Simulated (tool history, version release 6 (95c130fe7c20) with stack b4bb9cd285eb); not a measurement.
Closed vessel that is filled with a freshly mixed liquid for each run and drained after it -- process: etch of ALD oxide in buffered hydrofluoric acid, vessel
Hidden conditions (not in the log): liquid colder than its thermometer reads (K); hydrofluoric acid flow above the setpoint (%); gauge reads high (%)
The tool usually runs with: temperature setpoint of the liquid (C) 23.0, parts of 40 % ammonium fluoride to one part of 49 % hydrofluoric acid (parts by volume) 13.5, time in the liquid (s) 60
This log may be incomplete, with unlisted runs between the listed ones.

run    hour  temperature setpoint of the liquid (C)  parts of 40 % ammonium fluoride to one part of 49 % hydrofluoric acid (parts by volume)  time in the liquid (s)  wafers since the last listed run  hours since the thermometer was replaced  hours since the hydrofluoric acid flow meter was replaced  hours since the gauge calibration  read-back film thickness of the ALD oxide reference wafer, read on the same gauge (nm)  thickness taken off the ALD oxide on a monitor wafer (Å)
  1     0.0                                    23.0                                                                                     13.5                      45                                 0                                     130.6                                                       29.7                             1544.1                                                                                  100.02                                                     865.4
  2    41.3                                    21.0                                                                                     13.5                      60                              3591                                     171.9                                                       71.0                             1585.4                                                                                  100.02                                                    1044.5
  3   146.9                                    23.0                                                                                     13.5                      60                              9182                                     277.5                                                      176.6                             1691.0                                                                                   99.98                                                    1139.0
  4   205.4                                    22.0                                                                                     13.5                      60                              5086                                     336.0                                                      235.1                             1749.5                                                                                   99.98                                                    1045.8
      337.2  -- thermometer replaced
  5   370.7                                    22.0                                                                                     13.5                      60                             14286                                      33.5                                                      400.4                             1914.8                                                                                  100.03                                                    1136.6
  6   441.2                                    22.0                                                                                     13.5                      60                              6130                                     104.0                                                      470.9                             1985.3                                                                                  100.06                                                    1108.9
  7   537.8                                    23.0                                                                                     13.5                      60                              8399                                     200.6                                                      567.5                             2081.9                                                                                  100.02                                                    1150.2
  8   605.3                                    20.5                                                                                     13.5                      85                              5869                                     268.1                                                      635.0                             2149.4                                                                                  100.00                                                    1407.3
      617.4  -- gauge calibrated
  9   707.8                                    23.0                                                                                     15.0                      65                              8912                                     370.6                                                      737.5                               90.4                                                                                  100.04                                                    1096.9
 10   810.8                                    23.0                                                                                     13.5                      35                              8955                                     473.6                                                      840.5                              193.4                                                                                   99.98                                                     636.4
      858.7  -- hydrofluoric acid flow meter replaced
      860.8  -- thermometer replaced
 11   905.5                                    23.0                                                                                     13.5                      35                              8060                                      44.7                                                       46.8                              288.1                                                                                  100.06                                                     683.2
 12   943.8                                    23.0                                                                                     13.5                      35                              3330                                      83.0                                                       85.1                              326.4                                                                                   99.95                                                     679.9
 13  1013.3                                    23.0                                                                                     13.5                      60                              6043                                     152.5                                                      154.6                              395.9                                                                                   99.94                                                    1164.7
 14  1102.4                                    23.0                                                                                     13.5                      60                              7747                                     241.6                                                      243.7                              485.0                                                                                  100.01                                                    1137.6
 15  1186.0                                    19.5                                                                                     17.0                      30                              7269                                     325.2                                                      327.3                              568.6                                                                                   99.98                                                     370.3
 16  1276.6                                    20.0                                                                                     13.5                      75                              7877                                     415.8                                                      417.9                              659.2                                                                                  100.01                                                    1166.0
 17  1330.2                                    24.5                                                                                      9.0                      75                              4660                                     469.4                                                      471.5                              712.8                                                                                   99.99                                                    2111.2
     1411.7  -- thermometer replaced
 18  1412.2                                    23.0                                                                                     18.0                      50                              7043                                       0.5                                                      553.5                              794.8                                                                                   99.99                                                     759.0
 19  1506.4                                    23.0                                                                                     10.0                      60                              8190                                      94.7                                                      647.7                              889.0                                                                                  100.02                                                    1596.0
 20  1601.6                                    26.5                                                                                     17.5                      75                              8277                                     189.9                                                      742.9                              984.2                                                                                  100.00                                                    1347.2
 21  1682.4                                    23.0                                                                                     13.5                      60                              7025                                     270.7                                                      823.7                             1065.0                                                                                   99.97                                                    1162.1
     1686.5  -- hydrofluoric acid flow meter replaced
 22  1769.3                                    23.0                                                                                     13.5                      60                              7469                                     357.6                                                       82.8                             1151.9                                                                                  100.04                                                    1120.9
 23  1831.9                                    23.0                                                                                     13.5                      35                              5443                                     420.2                                                      145.4                             1214.5                                                                                   99.96                                                     653.2
     1869.4  -- thermometer replaced
 24  1894.6                                    23.0                                                                                     13.5                      60                              5364                                      25.2                                                      208.1                             1277.2                                                                                  100.02                                                    1193.9
 25  1973.0                                    18.0                                                                                      9.0                      50                              6816                                     103.6                                                      286.5                             1355.6                                                                                   99.95                                                    1056.1
 26  2020.0                                    21.0                                                                                     13.5                      90                              4086                                     150.6                                                      333.5                             1402.6                                                                                  100.04                                                    1564.8

For each entry between runs, how does the tool's hidden state at the last listed run before it compare with that at the first listed run after it?
After run 4, before run 5: thermometer replaced (hour 337.2)
  liquid colder than its thermometer reads (K): 1.19 -> 0.257
  measured less the result without the state, thickness taken off the ALD oxide on a monitor wafer (Å): -71.4 -> -16.5
After run 8, before run 9: gauge calibrated (hour 617.4)
  liquid colder than its thermometer reads (K): 1.05 -> 1.4
  measured less the result without the state, thickness taken off the ALD oxide on a monitor wafer (Å): -85.3 -> -88.2
After run 10, before run 11: hydrofluoric acid flow meter replaced (hour 858.7); thermometer replaced (hour 860.8)
  liquid colder than its thermometer reads (K): 1.75 -> 0.309
  measured less the result without the state, thickness taken off the ALD oxide on a monitor wafer (Å): -64.7 -> -11.7
After run 17, before run 18: thermometer replaced (hour 1411.7)
  liquid colder than its thermometer reads (K): 1.75 -> 0.0055
  measured less the result without the state, thickness taken off the ALD oxide on a monitor wafer (Å): -211.8 -> -0.4
After run 21, before run 22: hydrofluoric acid flow meter replaced (hour 1686.5)
  liquid colder than its thermometer reads (K): 0.923 -> 1.22
  measured less the result without the state, thickness taken off the ALD oxide on a monitor wafer (Å): -60.4 -> -78.0
After run 23, before run 24: thermometer replaced (hour 1869.4)
  liquid colder than its thermometer reads (K): 1.43 -> 0.174
  measured less the result without the state, thickness taken off the ALD oxide on a monitor wafer (Å): -53.6 -> -11.2
